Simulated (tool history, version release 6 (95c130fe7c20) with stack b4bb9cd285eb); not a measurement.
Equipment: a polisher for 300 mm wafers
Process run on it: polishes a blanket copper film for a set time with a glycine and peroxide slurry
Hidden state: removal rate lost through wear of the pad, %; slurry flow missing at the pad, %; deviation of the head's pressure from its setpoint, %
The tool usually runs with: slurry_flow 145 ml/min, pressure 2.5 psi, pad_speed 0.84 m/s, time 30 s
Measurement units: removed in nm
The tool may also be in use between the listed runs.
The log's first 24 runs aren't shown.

run   hour  slurry_flow  pressure  pad_speed  time  wafers since the last listed run  wafers polished on this pad  hours since the slurry nozzle was cleaned  hours since the head pressure was calibrated  incoming thickness of the incoming film, nm  removed
 25  305.2          145       2.8       0.76    30                               168                         1300                                      260.9                                          89.6                                         1882    140.1
 26  322.7          145       2.5       0.96    30                               239                         1539                                      278.4                                         107.1                                       1942.4    148.9
 27    331          145       2.5       0.84    30                               113                         1653                                      286.7                                         115.4                                       1927.8    139.3
     338.5  -- worn pad replaced by a new one
 28  346.4          145       3.2       0.84    30                               156                          107                                      302.1                                         130.8                                       1920.6    164.9
 29  355.9          145       3.3       1.02    40                               130                          237                                      311.6                                         140.3                                       1921.1    243.2
 30  365.1          145       2.5       0.84    30                               125                          363                                      320.8                                         149.5                                       1914.2    136.8
 31  377.8          145       3.4       0.84    30                               173                          537                                      333.5                                         162.2                                       1920.8    167.4
 32  385.7          105       1.7       0.94    22                               108                          645                                      341.4                                         170.1                                       1893.3     77.8

Expected results for the next run?
 33  393.5          145       1.6       0.84    34                               106                          752                                      349.2                                         177.9                                       1901.2        ?

{"run 33": {"removed": 122.3}}
Had the tool carried no hidden state, the very same run would have given removed 122.3 nm.
